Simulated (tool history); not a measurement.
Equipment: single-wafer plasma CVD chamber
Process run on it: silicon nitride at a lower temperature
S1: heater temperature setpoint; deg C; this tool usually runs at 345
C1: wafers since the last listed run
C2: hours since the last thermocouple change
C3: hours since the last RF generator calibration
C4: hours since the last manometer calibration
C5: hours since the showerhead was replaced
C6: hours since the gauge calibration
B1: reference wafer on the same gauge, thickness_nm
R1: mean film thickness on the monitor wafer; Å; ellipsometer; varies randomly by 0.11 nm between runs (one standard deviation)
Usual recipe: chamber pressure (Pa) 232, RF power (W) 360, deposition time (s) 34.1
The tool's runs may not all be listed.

{"run": 1, "hour": 0.0, "S1": 345, "chamber pressure (Pa)": 232, "RF power (W)": 360, "deposition time (s)": 29.7, "C1": 0, "C2": 2495.1, "C3": 1517.3, "C4": 1319.3, "C5": 3949.9, "C6": 14.9, "B1": 38.906, "R1": 389.49}
{"run": 2, "hour": 8.7, "S1": 345, "chamber pressure (Pa)": 232, "RF power (W)": 360, "deposition time (s)": 29.7, "C1": 176, "C2": 2503.8, "C3": 1526.0, "C4": 1328.0, "C5": 3958.6, "C6": 23.6, "B1": 38.884, "R1": 388.02}
{"run": 3, "hour": 21.9, "S1": 345, "chamber pressure (Pa)": 232, "RF power (W)": 360, "deposition time (s)": 34.1, "C1": 268, "C2": 2517.0, "C3": 1539.2, "C4": 1341.2, "C5": 3971.8, "C6": 36.8, "B1": 38.9, "R1": 445.77}
{"run": 4, "hour": 30.8, "S1": 345, "chamber pressure (Pa)": 232, "RF power (W)": 360, "deposition time (s)": 34.1, "C1": 180, "C2": 2525.9, "C3": 1548.1, "C4": 1350.1, "C5": 3980.7, "C6": 45.7, "B1": 38.902, "R1": 448.03}
{"run": 5, "hour": 44.5, "S1": 345, "chamber pressure (Pa)": 232, "RF power (W)": 360, "deposition time (s)": 34.1, "C1": 278, "C2": 2539.6, "C3": 1561.8, "C4": 1363.8, "C5": 3994.4, "C6": 59.4, "B1": 38.897, "R1": 444.78}
{"run": 6, "hour": 61.6, "S1": 345, "chamber pressure (Pa)": 232, "RF power (W)": 360, "deposition time (s)": 34.1, "C1": 347, "C2": 2556.7, "C3": 1578.9, "C4": 1380.9, "C5": 4011.5, "C6": 76.5, "B1": 38.901, "R1": 444.23}
{"run": 7, "hour": 71.0, "S1": 345, "chamber pressure (Pa)": 232, "RF power (W)": 360, "deposition time (s)": 34.1, "C1": 191, "C2": 2566.1, "C3": 1588.3, "C4": 1390.3, "C5": 4020.9, "C6": 85.9, "B1": 38.892, "R1": 443.61}
{"run": 8, "hour": 77.9, "S1": 345, "chamber pressure (Pa)": 232, "RF power (W)": 360, "deposition time (s)": 34.1, "C1": 140, "C2": 2573.0, "C3": 1595.2, "C4": 1397.2, "C5": 4027.8, "C6": 92.8, "B1": 38.904, "R1": 444.37}
{"run": 9, "hour": 88.2, "S1": 345, "chamber pressure (Pa)": 232, "RF power (W)": 360, "deposition time (s)": 34.1, "C1": 209, "C2": 2583.3, "C3": 1605.5, "C4": 1407.5, "C5": 4038.1, "C6": 103.1, "B1": 38.896, "R1": 444.65}
{"hour": 97.5, "done": "RF generator calibrated"}
{"run": 10, "hour": 100.6, "S1": 345, "chamber pressure (Pa)": 232, "RF power (W)": 360, "deposition time (s)": 34.1, "C1": 89, "C2": 2595.7, "C3": 3.1, "C4": 1419.9, "C5": 4050.5, "C6": 115.5, "B1": 38.883, "R1": 433.96}
{"run": 11, "hour": 108.5, "S1": 345, "chamber pressure (Pa)": 232, "RF power (W)": 360, "deposition time (s)": 34.1, "C1": 160, "C2": 2603.6, "C3": 11.0, "C4": 1427.8, "C5": 4058.4, "C6": 123.4, "B1": 38.896, "R1": 435.96}
{"run": 12, "hour": 122.7, "S1": 345, "chamber pressure (Pa)": 232, "RF power (W)": 360, "deposition time (s)": 34.1, "C1": 288, "C2": 2617.8, "C3": 25.2, "C4": 1442.0, "C5": 4072.6, "C6": 137.6, "B1": 38.885, "R1": 435.31}
{"hour": 135.1, "done": "thermocouple changed; heater temperature recalibrated"}
{"run": 13, "hour": 137.4, "S1": 345, "chamber pressure (Pa)": 232, "RF power (W)": 385, "deposition time (s)": 34.1, "C1": 136, "C2": 2.3, "C3": 39.9, "C4": 1456.7, "C5": 4087.3, "C6": 152.3, "B1": 38.916, "R1": 452.04}
{"hour": 155.2, "done": "capacitance manometer re-zeroed and calibrated"}
{"run": 14, "hour": 155.7, "S1": 345, "chamber pressure (Pa)": 232, "RF power (W)": 380, "deposition time (s)": 27.7, "C1": 209, "C2": 20.6, "C3": 58.2, "C4": 0.5, "C5": 4105.6, "C6": 170.6, "B1": 38.892, "R1": 364.58}
{"run": 15, "hour": 167.1, "S1": 345, "chamber pressure (Pa)": 232, "RF power (W)": 360, "deposition time (s)": 34.1, "C1": 231, "C2": 32.0, "C3": 69.6, "C4": 11.9, "C5": 4117.0, "C6": 182.0, "B1": 38.922, "R1": 434.45}
{"hour": 179.4, "done": "RF generator calibrated, repeated, since the last time left the tool worse"}
{"hour": 180.6, "done": "showerhead replaced"}
{"run": 16, "hour": 181.5, "S1": 345, "chamber pressure (Pa)": 232, "RF power (W)": 380, "deposition time (s)": 34.1, "C1": 105, "C2": 46.4, "C3": 2.1, "C4": 26.3, "C5": 0.9, "C6": 196.4, "B1": 38.889, "R1": 482.41}
{"run": 17, "hour": 188.8, "S1": 345, "chamber pressure (Pa)": 232, "RF power (W)": 385, "deposition time (s)": 34.1, "C1": 148, "C2": 53.7, "C3": 9.4, "C4": 33.6, "C5": 8.2, "C6": 203.7, "B1": 38.916, "R1": 486.99}
{"run": 18, "hour": 196.2, "S1": 335, "chamber pressure (Pa)": 276, "RF power (W)": 415, "deposition time (s)": 31.9, "C1": 150, "C2": 61.1, "C3": 16.8, "C4": 41.0, "C5": 15.6, "C6": 211.1, "B1": 38.891, "R1": 506.2}
{"run": 19, "hour": 208.8, "S1": 340, "chamber pressure (Pa)": 232, "RF power (W)": 360, "deposition time (s)": 34.1, "C1": 256, "C2": 73.7, "C3": 29.4, "C4": 53.6, "C5": 28.2, "C6": 223.7, "B1": 38.906, "R1": 466.36}
{"hour": 212.1, "done": "gauge calibrated"}
{"run": 20, "hour": 237.6, "S1": 352, "chamber pressure (Pa)": 232, "RF power (W)": 360, "deposition time (s)": 34.1, "C1": 585, "C2": 102.5, "C3": 58.2, "C4": 82.4, "C5": 57.0, "C6": 25.5, "B1": 38.882, "R1": 462.98}
{"run": 21, "hour": 249.9, "S1": 345, "chamber pressure (Pa)": 256, "RF power (W)": 360, "deposition time (s)": 34.1, "C1": 250, "C2": 114.8, "C3": 70.5, "C4": 94.7, "C5": 69.3, "C6": 37.8, "B1": 38.877, "R1": 480.94}
{"run": 22, "hour": 260.5, "S1": 345, "chamber pressure (Pa)": 285, "RF power (W)": 360, "deposition time (s)": 34.1, "C1": 215, "C2": 125.4, "C3": 81.1, "C4": 105.3, "C5": 79.9, "C6": 48.4, "B1": 38.902, "R1": 498.32}
{"run": 23, "hour": 268.1, "S1": 337, "chamber pressure (Pa)": 289, "RF power (W)": 420, "deposition time (s)": 37.7, "C1": 154, "C2": 133.0, "C3": 88.7, "C4": 112.9, "C5": 87.5, "C6": 56.0, "B1": 38.9, "R1": 606.11}
{"run": 24, "hour": 279.1, "S1": 353, "chamber pressure (Pa)": 232, "RF power (W)": 420, "deposition time (s)": 38.8, "C1": 223, "C2": 144.0, "C3": 99.7, "C4": 123.9, "C5": 98.5, "C6": 67.0, "B1": 38.885, "R1": 581.55}
{"run": 25, "hour": 287.0, "S1": 335, "chamber pressure (Pa)": 179, "RF power (W)": 360, "deposition time (s)": 34.1, "C1": 160, "C2": 151.9, "C3": 107.6, "C4": 131.8, "C5": 106.4, "C6": 74.9, "B1": 38.896, "R1": 422.86}
{"run": 26, "hour": 302.9, "S1": 340, "chamber pressure (Pa)": 273, "RF power (W)": 360, "deposition time (s)": 30.1, "C1": 323, "C2": 167.8, "C3": 123.5, "C4": 147.7, "C5": 122.3, "C6": 90.8, "B1": 38.904, "R1": 435.51}
{"run": 27, "hour": 315.3, "S1": 345, "chamber pressure (Pa)": 232, "RF power (W)": 360, "deposition time (s)": 34.1, "C1": 252, "C2": 180.2, "C3": 135.9, "C4": 160.1, "C5": 134.7, "C6": 103.2, "B1": 38.903, "R1": 464.11}

A few steps of R1 between consecutive runs. Split each: what settings, incoming material and random variation would produce without the hidden state, and what is left over for the hidden state, along with gauge scatter present in only one of the two compared results (measured, and without hidden state):
Hidden conditions of the tool in this case: wafer temperature above the value expected at the setpoint (K); delivered RF power above the setpoint (%); true pressure above the setpoint (%); gauge reads high (%).
Run 9 -> 10: RF generator calibrated. R1 -10.69 Å: hidden state -10.14, all else -0.55.
Run 15 -> 16: RF power (W) 360 -> 380, RF generator calibrated, repeated, since the last time left the tool worse, showerhead replaced. R1 +47.96 Å: hidden state +30.77, all else +17.19.
Run 22 -> 23: S1 345 -> 337, chamber pressure (Pa) 285 -> 289, RF power (W) 360 -> 420, deposition time (s) 34.1 -> 37.7. R1 +107.79 Å: hidden state -0.06, all else +107.85.
Run 24 -> 25: S1 353 -> 335, chamber pressure (Pa) 232 -> 179, RF power (W) 420 -> 360, deposition time (s) 38.8 -> 34.1. R1 -158.69 Å: hidden state +0.11, all else -158.80.

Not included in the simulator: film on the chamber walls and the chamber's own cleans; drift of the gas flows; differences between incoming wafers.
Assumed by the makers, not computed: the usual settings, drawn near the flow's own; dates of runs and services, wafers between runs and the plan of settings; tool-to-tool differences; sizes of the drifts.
